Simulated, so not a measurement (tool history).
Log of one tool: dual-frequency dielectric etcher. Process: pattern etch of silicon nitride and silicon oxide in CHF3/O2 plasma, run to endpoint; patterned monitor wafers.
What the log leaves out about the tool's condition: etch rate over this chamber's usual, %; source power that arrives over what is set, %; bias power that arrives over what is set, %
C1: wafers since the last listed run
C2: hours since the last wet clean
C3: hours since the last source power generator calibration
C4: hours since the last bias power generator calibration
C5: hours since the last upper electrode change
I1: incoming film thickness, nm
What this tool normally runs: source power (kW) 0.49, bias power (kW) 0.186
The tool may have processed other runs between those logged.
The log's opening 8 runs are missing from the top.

Run 9, hour 715.4: usual settings; C1 363; C2 466.8; C3 2407.7; C4 1474.5; C5 3403; I1 192.3. Result: endpoint time (s) 141.6.
Run 10, hour 785: usual settings but bias power (kW) 0.2; C1 350; C2 536.4; C3 2477.3; C4 1544.1; C5 3472.6; I1 190.9. Result: endpoint time (s) 137.5.
At hour 821.7: wet clean of the chamber.
At hour 834.8: source power generator calibrated.
Run 11, hour 835.3: usual settings but bias power (kW) 0.2; C1 112; C2 13.6; C3 0.5; C4 1594.4; C5 3522.9; I1 193.1. Result: endpoint time (s) 142.5.
Run 12, hour 916.4: usual settings but bias power (kW) 0.2; C1 408; C2 94.7; C3 81.6; C4 1675.5; C5 3604; I1 192.3. Result: endpoint time (s) 142.1.
Run 13, hour 995.2: usual settings; C1 397; C2 173.5; C3 160.4; C4 1754.3; C5 3682.8; I1 191.3. Result: endpoint time (s) 144.4.
At hour 1062.2: upper electrode replaced.
Run 14, hour 1082.3: usual settings but source power (kW) 0.46; C1 318; C2 260.6; C3 247.5; C4 1841.4; C5 20.1; I1 192.1. Result: endpoint time (s) 146.8.
Run 15, hour 1147.5: usual settings but source power (kW) 0.46; C1 328; C2 325.8; C3 312.7; C4 1906.6; C5 85.3; I1 193.5. Result: endpoint time (s) 147.7.
Run 16, hour 1195.4: usual settings but source power (kW) 0.46; C1 241; C2 373.7; C3 360.6; C4 1954.5; C5 133.2; I1 191.4. Result: endpoint time (s) 145.9.
Run 17, hour 1281.3: usual settings but source power (kW) 0.43, bias power (kW) 0.225; C1 433; C2 459.6; C3 446.5; C4 2040.4; C5 219.1; I1 192.2. Result: endpoint time (s) 141.2.
Run 18, hour 1372.5: usual settings but source power (kW) 0.42, bias power (kW) 0.15; C1 459; C2 550.8; C3 537.7; C4 2131.6; C5 310.3; I1 194. Result: endpoint time (s) 160.3.
Run 19, hour 1460.9: usual settings but source power (kW) 0.46; C1 445; C2 639.2; C3 626.1; C4 2220; C5 398.7; I1 191.8. Result: endpoint time (s) 144.7.
At hour 1485.7: wet clean of the chamber.
Run 20, hour 1498.9: usual settings but bias power (kW) 0.23; C1 70; C2 13.2; C3 664.1; C4 2258; C5 436.7; I1 192.1. Result: endpoint time (s) 136.4.
Run 21, hour 1640.2: usual settings but source power (kW) 0.54, bias power (kW) 0.169; C1 712; C2 154.5; C3 805.4; C4 2399.3; C5 578; I1 193.1. Result: endpoint time (s) 145.5.
Run 22, hour 1703.9: usual settings but source power (kW) 0.6, bias power (kW) 0.147; C1 321; C2 218.2; C3 869.1; C4 2463; C5 641.7; I1 193. Result: endpoint time (s) 146.
At hour 1745.2: bias power generator calibrated.
Run 23, hour 1752.5: usual settings but source power (kW) 0.44, bias power (kW) 0.171; C1 224; C2 266.8; C3 917.7; C4 7.3; C5 690.3; I1 192.4. Result: endpoint time (s) 151.5.
Run 24, hour 1840.4: usual settings but source power (kW) 0.46; C1 443; C2 354.7; C3 1005.6; C4 95.2; C5 778.2; I1 193.6. Result: endpoint time (s) 147.2.

Run 25, settings as shown, results not yet in. Your forecast:
Run 25, hour 1893.7: usual settings; C1 268; C2 408; C3 1058.9; C4 148.5; C5 831.5; I1 192.3. Result: endpoint time (s) ?.

{"run 25": {"endpoint time (s)": 144.1}}
Without the tool's hidden state the same run would have given endpoint time (s) 145.6.
